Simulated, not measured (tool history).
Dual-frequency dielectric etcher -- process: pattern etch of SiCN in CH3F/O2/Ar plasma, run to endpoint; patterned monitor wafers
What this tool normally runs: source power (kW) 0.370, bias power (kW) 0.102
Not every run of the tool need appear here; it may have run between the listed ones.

run,hour,source power (kW),bias power (kW),"incoming incoming film thickness, nm",endpoint time (s)
1,0.0,0.330,0.120,12.92,29.7
2,44.3,0.330,0.120,13.02,29.9
# hour 94.4: wet clean of the chamber
3,235.5,0.330,0.120,12.98,30.0
4,298.3,0.370,0.102,13.09,32.3
5,400.9,0.370,0.102,13.00,32.0
# hour 440.4: wet clean of the chamber
6,457.0,0.410,0.097,13.05,32.5
7,750.8,0.410,0.097,13.09,32.4
# hour 786.4: wet clean of the chamber
8,822.8,0.410,0.097,13.08,32.3
# hour 876.9: upper electrode replaced, of another model than before
9,899.0,0.370,0.120,12.96,30.0
10,941.2,0.330,0.118,12.95,30.6
11,982.9,0.400,0.102,13.06,31.6
12,1067.3,0.370,0.088,12.94,33.0
13,1113.3,0.460,0.087,13.00,32.2
# hour 1170.5: wet clean of the chamber
# hour 1185.6: bias power generator calibrated
14,1220.9,0.370,0.102,12.90,31.1
15,1441.4,0.410,0.121,13.12,29.4
# hour 1498.4: source power generator calibrated
# hour 1584.0: wet clean of the chamber
16,1699.4,0.350,0.124,13.02,29.6
17,1804.6,0.330,0.122,12.81,29.5

Estimate the outcome of run 18 from the log above:
18,1888.1,0.340,0.113,12.93,?

endpoint time (s): 30.4
If the tool had no hidden condition, the same run with the same run-to-run variation would have returned endpoint time (s) 30.3.

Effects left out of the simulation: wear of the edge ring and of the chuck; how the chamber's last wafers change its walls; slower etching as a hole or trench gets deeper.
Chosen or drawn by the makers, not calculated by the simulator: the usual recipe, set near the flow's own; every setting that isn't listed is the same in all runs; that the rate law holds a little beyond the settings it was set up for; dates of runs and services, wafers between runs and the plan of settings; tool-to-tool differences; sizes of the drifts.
